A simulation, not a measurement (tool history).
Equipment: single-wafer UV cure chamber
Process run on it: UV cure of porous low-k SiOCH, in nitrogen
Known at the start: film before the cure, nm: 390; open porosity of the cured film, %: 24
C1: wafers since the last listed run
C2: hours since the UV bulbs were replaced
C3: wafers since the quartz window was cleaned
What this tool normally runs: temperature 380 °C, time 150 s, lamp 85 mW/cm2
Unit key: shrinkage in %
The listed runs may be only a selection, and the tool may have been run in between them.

run 1 hour=0 | temperature=380 time=150 lamp=85 | C1=0 C2=922.8 C3=1518 | shrinkage=8.449
run 2 hour=13.4 | temperature=386 time=150 lamp=106 | C1=168 C2=936.2 C3=1686 | shrinkage=9.656
run 3 hour=30.9 | temperature=386 time=150 lamp=106 | C1=219 C2=953.7 C3=1906 | shrinkage=9.395
run 4 hour=51 | temperature=386 time=150 lamp=106 | C1=252 C2=973.8 C3=2158 | shrinkage=9.482
run 5 hour=78.5 | temperature=380 time=150 lamp=85 | C1=345 C2=1001.3 C3=2504 | shrinkage=8.307
run 6 hour=107.9 | temperature=380 time=150 lamp=85 | C1=369 C2=1030.7 C3=2873 | shrinkage=8.316
run 7 hour=147.9 | temperature=394 time=150 lamp=104 | C1=502 C2=1070.7 C3=3375 | shrinkage=9.338
run 8 hour=179.7 | temperature=380 time=105 lamp=85 | C1=399 C2=1102.5 C3=3775 | shrinkage=6.648
run 9 hour=201.1 | temperature=380 time=105 lamp=85 | C1=268 C2=1123.9 C3=4044 | shrinkage=6.408
run 10 hour=231.1 | temperature=387 time=85 lamp=85 | C1=376 C2=1153.9 C3=4420 | shrinkage=5.79
-- hour=297 quartz window cleaned
run 11 hour=307.3 | temperature=387 time=85 lamp=85 | C1=856 C2=1230.1 C3=129 | shrinkage=5.51
-- hour=319.2 UV bulbs replaced
run 12 hour=324 | temperature=380 time=230 lamp=121 | C1=109 C2=4.8 C3=238 | shrinkage=12.482
run 13 hour=349.5 | temperature=369 time=150 lamp=97 | C1=320 C2=30.3 C3=558 | shrinkage=9.59
run 14 hour=384.3 | temperature=374 time=150 lamp=85 | C1=437 C2=65.1 C3=995 | shrinkage=9.167
run 15 hour=424.9 | temperature=385 time=200 lamp=85 | C1=509 C2=105.7 C3=1505 | shrinkage=10.657
run 16 hour=445.9 | temperature=380 time=150 lamp=85 | C1=263 C2=126.7 C3=1769 | shrinkage=9.291
run 17 hour=473.6 | temperature=389 time=150 lamp=103 | C1=347 C2=154.4 C3=2117 | shrinkage=10.258
run 18 hour=496.4 | temperature=387 time=85 lamp=85 | C1=286 C2=177.2 C3=2404 | shrinkage=6.856
run 19 hour=525.7 | temperature=380 time=150 lamp=85 | C1=368 C2=206.5 C3=2772 | shrinkage=9.122
run 20 hour=543.1 | temperature=394 time=150 lamp=104 | C1=218 C2=223.9 C3=2990 | shrinkage=10.222
run 21 hour=558.8 | temperature=372 time=125 lamp=101 | C1=197 C2=239.6 C3=3187 | shrinkage=9.017
-- hour=612.9 quartz window cleaned
run 22 hour=613.4 | temperature=380 time=150 lamp=116 | C1=585 C2=294.2 C3=5 | shrinkage=10.6
run 23 hour=627.5 | temperature=391 time=70 lamp=85 | C1=177 C2=308.3 C3=182 | shrinkage=6.117

Forecast each of these 4 alternatives for the next run:
run A hour=627.9 | temperature=380 time=150 lamp=85 | C1=5 C2=308.7 C3=187 | shrinkage=?
run B hour=627.9 | temperature=397 time=150 lamp=102 | C1=5 C2=308.7 C3=187 | shrinkage=?
run C hour=627.9 | temperature=398 time=230 lamp=66 | C1=5 C2=308.7 C3=187 | shrinkage=?
run D hour=627.9 | temperature=388 time=150 lamp=117 | C1=5 C2=308.7 C3=187 | shrinkage=?

run=A shrinkage=9.188
run=B shrinkage=10.318
run=C shrinkage=10.3
run=D shrinkage=10.787
Stripped of hidden state, with their random variation kept, the same runs would have yielded:
run=A shrinkage=9.302
run=B shrinkage=10.436
run=C shrinkage=10.417
run=D shrinkage=10.906
